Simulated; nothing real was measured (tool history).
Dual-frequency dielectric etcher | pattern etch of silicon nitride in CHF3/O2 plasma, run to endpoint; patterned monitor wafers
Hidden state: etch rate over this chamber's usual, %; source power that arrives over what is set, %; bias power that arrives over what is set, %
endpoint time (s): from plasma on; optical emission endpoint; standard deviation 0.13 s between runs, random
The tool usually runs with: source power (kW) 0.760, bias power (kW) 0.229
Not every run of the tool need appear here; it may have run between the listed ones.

| run | hour | source power (kW) | bias power (kW) | wafers since the last listed run | hours since the last wet clean | hours since the last source power generator calibration | hours since the last bias power generator calibration | hours since the last upper electrode change | incoming incoming film thickness, nm | endpoint time (s) |
|---|---|---|---|---|---|---|---|---|---|---|
| 1 | 0.0 | 0.760 | 0.229 | 0 | 78.7 | 4149.8 | 1426.6 | 4816.1 | 79.4 | 44.1 |
| 2 | 68.4 | 0.760 | 0.229 | 801 | 147.1 | 4218.2 | 1495.0 | 4884.5 | 78.5 | 43.5 |
| 3 | 101.4 | 0.760 | 0.229 | 386 | 180.1 | 4251.2 | 1528.0 | 4917.5 | 79.9 | 44.0 |
| 4 | 168.7 | 0.840 | 0.229 | 789 | 247.4 | 4318.5 | 1595.3 | 4984.8 | 78.4 | 41.4 |
| 5 | 214.2 | 0.760 | 0.197 | 533 | 292.9 | 4364.0 | 1640.8 | 5030.3 | 78.9 | 45.5 |
| 6 | 242.6 | 0.760 | 0.229 | 332 | 321.3 | 4392.4 | 1669.2 | 5058.7 | 78.5 | 42.8 |
| 7 | 297.5 | 0.760 | 0.229 | 643 | 376.2 | 4447.3 | 1724.1 | 5113.6 | 78.8 | 42.6 |
|  | 363.6 | wet clean of the chamber |
| 8 | 364.1 | 0.760 | 0.229 | 499 | 0.5 | 4513.9 | 1790.7 | 5180.2 | 79.3 | 43.9 |
| 9 | 390.4 | 0.760 | 0.229 | 308 | 26.8 | 4540.2 | 1817.0 | 5206.5 | 79.2 | 43.9 |
| 10 | 419.6 | 0.760 | 0.229 | 342 | 56.0 | 4569.4 | 1846.2 | 5235.7 | 78.6 | 43.1 |
| 11 | 458.7 | 0.760 | 0.229 | 458 | 95.1 | 4608.5 | 1885.3 | 5274.8 | 79.9 | 44.2 |
| 12 | 523.6 | 0.760 | 0.229 | 760 | 160.0 | 4673.4 | 1950.2 | 5339.7 | 79.7 | 44.0 |
| 13 | 591.6 | 0.880 | 0.257 | 797 | 228.0 | 4741.4 | 2018.2 | 5407.7 | 79.0 | 39.4 |
|  | 624.6 | upper electrode replaced |
| 14 | 625.1 | 0.590 | 0.196 | 111 | 261.5 | 4774.9 | 2051.7 | 0.5 | 79.2 | 49.5 |
| 15 | 684.3 | 0.920 | 0.197 | 694 | 320.7 | 4834.1 | 2110.9 | 59.7 | 79.3 | 42.7 |
|  | 711.2 | source power generator calibrated |
|  | 737.7 | bias power generator calibrated |
| 16 | 738.2 | 0.710 | 0.273 | 538 | 374.6 | 27.0 | 0.5 | 113.6 | 78.6 | 41.5 |
| 17 | 763.5 | 0.590 | 0.246 | 296 | 399.9 | 52.3 | 25.8 | 138.9 | 78.9 | 45.4 |
|  | 813.8 | wet clean of the chamber |
| 18 | 829.5 | 0.820 | 0.229 | 492 | 15.7 | 118.3 | 91.8 | 204.9 | 78.9 | 43.8 |
| 19 | 882.1 | 0.590 | 0.196 | 616 | 68.3 | 170.9 | 144.4 | 257.5 | 79.4 | 51.2 |
| 20 | 953.4 | 0.760 | 0.229 | 835 | 139.6 | 242.2 | 215.7 | 328.8 | 79.0 | 44.1 |
| 21 | 1013.7 | 0.760 | 0.229 | 707 | 199.9 | 302.5 | 276.0 | 389.1 | 79.2 | 43.9 |
| 22 | 1076.9 | 0.680 | 0.200 | 741 | 263.1 | 365.7 | 339.2 | 452.3 | 79.3 | 47.7 |
| 23 | 1139.9 | 0.760 | 0.180 | 738 | 326.1 | 428.7 | 402.2 | 515.3 | 79.1 | 47.1 |
| 24 | 1166.6 | 0.920 | 0.197 | 313 | 352.8 | 455.4 | 428.9 | 542.0 | 79.3 | 43.2 |
| 25 | 1212.3 | 0.760 | 0.229 | 535 | 398.5 | 501.1 | 474.6 | 587.7 | 79.0 | 43.1 |

Alternative continuations, all from the tool just after run 25; predict every row:
| A | 1212.7 | 0.760 | 0.211 | 4 | 398.9 | 501.5 | 475.0 | 588.1 | 79.1 | ? |
| B | 1212.7 | 0.880 | 0.229 | 4 | 398.9 | 501.5 | 475.0 | 588.1 | 79.1 | ? |
| C | 1212.7 | 0.630 | 0.182 | 4 | 398.9 | 501.5 | 475.0 | 588.1 | 79.1 | ? |
| D | 1212.7 | 0.590 | 0.251 | 4 | 398.9 | 501.5 | 475.0 | 588.1 | 79.1 | ? |
| E | 1212.7 | 0.760 | 0.202 | 4 | 398.9 | 501.5 | 475.0 | 588.1 | 79.1 | ? |

| run | endpoint time (s) |
|---|---|
| A | 44.4 |
| B | 41.1 |
| C | 49.8 |
| D | 44.9 |
| E | 45.2 |
With no hidden state in the tool, these same runs would have given:
| run | endpoint time (s) |
|---|---|
| A | 46.3 |
| B | 42.8 |
| C | 51.9 |
| D | 46.8 |
| E | 47.1 |
